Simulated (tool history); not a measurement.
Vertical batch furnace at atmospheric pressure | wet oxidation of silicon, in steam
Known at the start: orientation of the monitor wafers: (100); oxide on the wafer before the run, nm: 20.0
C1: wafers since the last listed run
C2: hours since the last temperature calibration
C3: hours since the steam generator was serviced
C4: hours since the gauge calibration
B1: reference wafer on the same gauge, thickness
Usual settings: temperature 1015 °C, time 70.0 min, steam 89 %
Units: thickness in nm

run 1 hour=0.0 | temperature=1015 time=70.0 steam=89 | C1=0 C2=3025.5 C3=2503.7 C4=435.8 | B1=452.67 | thickness=436.20
run 2 hour=70.8 | temperature=1015 time=70.0 steam=89 | C1=794 C2=3096.3 C3=2574.5 C4=506.6 | B1=451.59 | thickness=435.85
run 3 hour=161.6 | temperature=1015 time=70.0 steam=89 | C1=1019 C2=3187.1 C3=2665.3 C4=597.4 | B1=449.31 | thickness=433.01
run 4 hour=205.4 | temperature=1004 time=97.0 steam=89 | C1=491 C2=3230.9 C3=2709.1 C4=641.2 | B1=449.65 | thickness=498.28
run 5 hour=269.1 | temperature=1004 time=97.0 steam=89 | C1=715 C2=3294.6 C3=2772.8 C4=704.9 | B1=448.28 | thickness=504.66
-- hour=474.9 thermocouples replaced and temperature profile calibrated
run 6 hour=570.3 | temperature=1004 time=97.0 steam=89 | C1=3112 C2=95.4 C3=3074.0 C4=1006.1 | B1=446.49 | thickness=499.98
run 7 hour=667.8 | temperature=1015 time=70.0 steam=86 | C1=1094 C2=192.9 C3=3171.5 C4=1103.6 | B1=445.51 | thickness=422.97
run 8 hour=764.3 | temperature=1015 time=70.0 steam=89 | C1=1083 C2=289.4 C3=3268.0 C4=1200.1 | B1=445.47 | thickness=431.03
-- hour=824.1 steam generator serviced
run 9 hour=824.6 | temperature=998 time=94.5 steam=93 | C1=407 C2=349.7 C3=0.5 C4=1260.4 | B1=445.31 | thickness=478.83
run 10 hour=859.6 | temperature=1015 time=70.0 steam=89 | C1=392 C2=384.7 C3=35.5 C4=1295.4 | B1=444.86 | thickness=428.96
-- hour=912.7 gauge calibrated
run 11 hour=998.8 | temperature=1015 time=70.0 steam=89 | C1=1563 C2=523.9 C3=174.7 C4=86.1 | B1=459.52 | thickness=442.64
run 12 hour=1052.5 | temperature=1015 time=70.0 steam=95 | C1=602 C2=577.6 C3=228.4 C4=139.8 | B1=456.92 | thickness=460.07

The next listed run, before its measurement:
run 13 hour=1110.2 | temperature=1015 time=52.0 steam=94 | C1=647 C2=635.3 C3=286.1 C4=197.5 | B1=? | thickness=?

{"run 13": {"B1": 455.0, "thickness": 379.31}}
Without the tool's hidden state the same run would have given thickness 385.82 nm.
